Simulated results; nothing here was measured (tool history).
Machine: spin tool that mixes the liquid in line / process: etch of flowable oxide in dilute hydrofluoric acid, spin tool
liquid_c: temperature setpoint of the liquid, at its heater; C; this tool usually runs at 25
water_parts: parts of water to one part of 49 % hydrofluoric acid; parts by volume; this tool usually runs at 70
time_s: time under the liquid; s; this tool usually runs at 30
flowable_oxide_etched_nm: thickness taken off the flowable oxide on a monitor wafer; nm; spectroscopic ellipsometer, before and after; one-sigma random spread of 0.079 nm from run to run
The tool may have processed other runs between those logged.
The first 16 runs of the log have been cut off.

| run | hour | liquid_c | water_parts | time_s | wafers since the last listed run | hours since the thermometer was replaced | hours since the hydrofluoric acid flow meter was replaced | hours since the gauge calibration | read-back film thickness of the flowable oxide reference wafer, read on the same gauge (nm) | flowable_oxide_etched_nm |
|---|---|---|---|---|---|---|---|---|---|---|
| 17 | 1065.7 | 27 | 70 | 50 | 917 | 368.4 | 347.1 | 875.5 | 60 | 21.44 |
| 18 | 1305.4 | 25 | 70 | 30 | 3767 | 608.1 | 586.8 | 1115.2 | 60.02 | 11.82 |
| 19 | 1398.1 | 25 | 70 | 30 | 1457 | 700.8 | 679.5 | 1207.9 | 60 | 11.59 |
| 20 | 1506.8 | 27 | 45 | 30 | 1708 | 809.5 | 788.2 | 1316.6 | 59.98 | 20.31 |
|  | 1514.2 | thermometer replaced |
| 21 | 1567.7 | 21 | 95 | 20 | 941 | 53.5 | 849.1 | 1377.5 | 60 | 4.63 |
| 22 | 1657.3 | 28 | 70 | 45 | 1408 | 143.1 | 938.7 | 1467.1 | 60 | 19.49 |
|  | 1673.3 | hydrofluoric acid flow meter replaced |
|  | 1700.4 | gauge calibrated |
| 23 | 1727.3 | 26.5 | 105 | 15 | 1084 | 213.1 | 54 | 26.9 | 59.99 | 4.13 |
| 24 | 1771.4 | 22.5 | 60 | 40 | 693 | 257.2 | 98.1 | 71 | 60.05 | 17.37 |
| 25 | 1864.9 | 29.5 | 95 | 40 | 1469 | 350.7 | 191.6 | 164.5 | 60.01 | 13.51 |
| 26 | 1918.9 | 25 | 60 | 30 | 848 | 404.7 | 245.6 | 218.5 | 59.99 | 14.16 |
| 27 | 2131.6 | 25 | 70 | 20 | 3343 | 617.4 | 458.3 | 431.2 | 60.01 | 7.85 |
| 28 | 2207.5 | 25 | 70 | 30 | 1193 | 693.3 | 534.2 | 507.1 | 59.97 | 11.77 |
| 29 | 2293 | 25 | 70 | 30 | 1343 | 778.8 | 619.7 | 592.6 | 60 | 11.67 |
| 30 | 2388.3 | 26.5 | 50 | 40 | 1497 | 874.1 | 715 | 687.9 | 59.99 | 23.54 |
|  | 2397.4 | thermometer replaced |
| 31 | 2479.7 | 21 | 90 | 35 | 1420 | 82.3 | 806.4 | 779.3 | 59.97 | 8.74 |
| 32 | 2539.2 | 25 | 40 | 30 | 935 | 141.8 | 865.9 | 838.8 | 59.99 | 20.66 |

Below are 5 alternative next runs, each starting from the tool's condition after run 32. Predict each:
| A | 2539.6 | 28.5 | 70 | 30 | 6 | 142.2 | 866.3 | 839.2 | ? | ? |
| B | 2539.6 | 29.5 | 70 | 30 | 6 | 142.2 | 866.3 | 839.2 | ? | ? |
| C | 2539.6 | 23 | 100 | 30 | 6 | 142.2 | 866.3 | 839.2 | ? | ? |
| D | 2539.6 | 25 | 45 | 15 | 6 | 142.2 | 866.3 | 839.2 | ? | ? |
| E | 2539.6 | 25 | 70 | 40 | 6 | 142.2 | 866.3 | 839.2 | ? | ? |

| run | read-back film thickness of the flowable oxide reference wafer, read on the same gauge (nm) | flowable_oxide_etched_nm |
|---|---|---|
| A | 60.02 | 13.21 |
| B | 60.02 | 13.73 |
| C | 60.02 | 7.15 |
| D | 60.02 | 9.27 |
| E | 60.02 | 15.34 |
The same runs, with their run-to-run variation unchanged, on a tool lacking any hidden condition would have given:
| run | flowable_oxide_etched_nm |
|---|---|
| A | 14.14 |
| B | 14.7 |
| C | 7.66 |
| D | 9.9 |
| E | 16.42 |

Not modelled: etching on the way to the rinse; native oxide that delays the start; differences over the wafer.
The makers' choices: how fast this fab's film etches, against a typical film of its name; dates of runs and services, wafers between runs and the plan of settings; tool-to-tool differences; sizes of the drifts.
